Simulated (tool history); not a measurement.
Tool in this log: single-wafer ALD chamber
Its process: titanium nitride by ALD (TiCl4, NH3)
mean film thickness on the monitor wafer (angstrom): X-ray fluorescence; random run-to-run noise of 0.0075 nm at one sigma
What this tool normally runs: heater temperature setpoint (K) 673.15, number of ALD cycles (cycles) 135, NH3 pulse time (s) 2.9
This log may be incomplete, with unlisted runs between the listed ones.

| run | hour | heater temperature setpoint (K) | number of ALD cycles (cycles) | NH3 pulse time (s) | read-back reference wafer on the same gauge, thickness_nm | mean film thickness on the monitor wafer (angstrom) |
|---|---|---|---|---|---|---|
| 1 | 0 | 673.15 | 135 | 2.9 | 3.248 | 29.41 |
| 2 | 63.5 | 664.15 | 130 | 2.9 | 3.242 | 28.28 |
| 3 | 97.9 | 664.15 | 130 | 2.9 | 3.239 | 28.11 |
| 4 | 151.9 | 673.15 | 135 | 2.9 | 3.242 | 29.4 |
| 5 | 210 | 673.15 | 135 | 2.9 | 3.241 | 29.35 |
| 6 | 250.9 | 673.15 | 135 | 2.9 | 3.241 | 29.47 |
| 7 | 319 | 673.15 | 127 | 3.2 | 3.239 | 27.88 |
| 8 | 485.3 | 673.15 | 127 | 3.2 | 3.233 | 27.72 |
| 9 | 526.7 | 673.15 | 127 | 2.38 | 3.233 | 27.33 |
| 10 | 558.9 | 673.15 | 127 | 2.38 | 3.229 | 27.29 |
| 11 | 592.7 | 663.15 | 152 | 2.9 | 3.23 | 32.85 |
| 12 | 621.4 | 663.15 | 152 | 2.9 | 3.228 | 32.73 |
| 13 | 656.2 | 663.15 | 152 | 2.9 | 3.23 | 32.74 |
| 14 | 685.1 | 673.15 | 135 | 2.9 | 3.23 | 29.38 |
| 15 | 720.4 | 673.15 | 135 | 2.9 | 3.231 | 29.32 |
| 16 | 780.9 | 664.15 | 135 | 2.9 | 3.232 | 29.06 |
| 17 | 823.6 | 664.15 | 135 | 2.9 | 3.226 | 29.16 |
| 18 | 867.7 | 664.15 | 135 | 2.9 | 3.233 | 29.09 |
| 19 | 905 | 673.15 | 135 | 2.9 | 3.231 | 29.22 |
| 20 | 930.3 | 665.15 | 135 | 1.9 | 3.228 | 28.38 |
| 21 | 958.8 | 660.15 | 154 | 3.45 | 3.226 | 33.45 |
| 22 | 1018.8 | 684.15 | 135 | 2.9 | 3.227 | 29.44 |
| 23 | 1045.9 | 681.15 | 121 | 2.9 | 3.23 | 26.22 |
| 24 | 1114.7 | 673.15 | 110 | 2.01 | 3.228 | 23.38 |
| 25 | 1175.8 | 666.15 | 154 | 2.9 | 3.226 | 33.38 |
| 26 | 1286.7 | 673.15 | 135 | 2.9 | 3.228 | 29.37 |
| 27 | 1346 | 673.15 | 135 | 2.9 | 3.223 | 29.22 |
| 28 | 1388.6 | 683.15 | 152 | 3.41 | 3.225 | 33.26 |
| 29 | 1421.3 | 667.15 | 135 | 2.9 | 3.226 | 29.24 |
| 30 | 1449.6 | 678.15 | 124 | 2.15 | 3.227 | 26.59 |
| 31 | 1507.5 | 665.15 | 148 | 3.8 | 3.317 | 33.05 |
| 32 | 1538.4 | 686.15 | 135 | 2.9 | 3.313 | 30.16 |
| 33 | 1588.7 | 667.15 | 152 | 2.05 | 3.307 | 33.03 |
| 34 | 1616.3 | 673.15 | 116 | 1.83 | 3.306 | 25.15 |
| 35 | 1668.2 | 673.15 | 156 | 2.9 | 3.297 | 34.58 |
| 36 | 1722.1 | 680.15 | 154 | 2.18 | 3.299 | 33.72 |
| 37 | 1757.9 | 673.15 | 135 | 3.53 | 3.288 | 30.09 |
| 38 | 1829.8 | 673.15 | 135 | 2.9 | 3.284 | 29.76 |
| 39 | 1872.3 | 673.15 | 135 | 2.9 | 3.284 | 29.76 |
| 40 | 1912.2 | 687.15 | 135 | 2.9 | 3.281 | 29.64 |

Not shown: 4 entries that the log had between the listed runs. Between which runs, and how does the tool's hidden state differ before and after?
From run 5 to run 6: thermocouple changed; heater temperature recalibrated (hour 231.6)
  gauge reads high (%): -2.11 -> -2.14
  difference, measured minus the result without the unlogged condition, mean film thickness on the monitor wafer (angstrom): -0.63 -> -0.64
From run 25 to run 26: showerhead replaced (hour 1225.9)
  gauge reads high (%): -2.53 -> -2.56
  difference, measured minus the result without the unlogged condition, mean film thickness on the monitor wafer (angstrom): -0.87 -> -0.77
From run 28 to run 29: thermocouple changed; heater temperature recalibrated (hour 1420.8)
  no hidden state differs between the two runs
  difference, measured minus the result without the unlogged condition, mean film thickness on the monitor wafer (angstrom): -0.88 -> -0.78
From run 30 to run 31: gauge calibrated (hour 1475.5)
  gauge reads high (%): -2.59 -> 0.18
  difference, measured minus the result without the unlogged condition, mean film thickness on the monitor wafer (angstrom): -0.71 -> +0.06

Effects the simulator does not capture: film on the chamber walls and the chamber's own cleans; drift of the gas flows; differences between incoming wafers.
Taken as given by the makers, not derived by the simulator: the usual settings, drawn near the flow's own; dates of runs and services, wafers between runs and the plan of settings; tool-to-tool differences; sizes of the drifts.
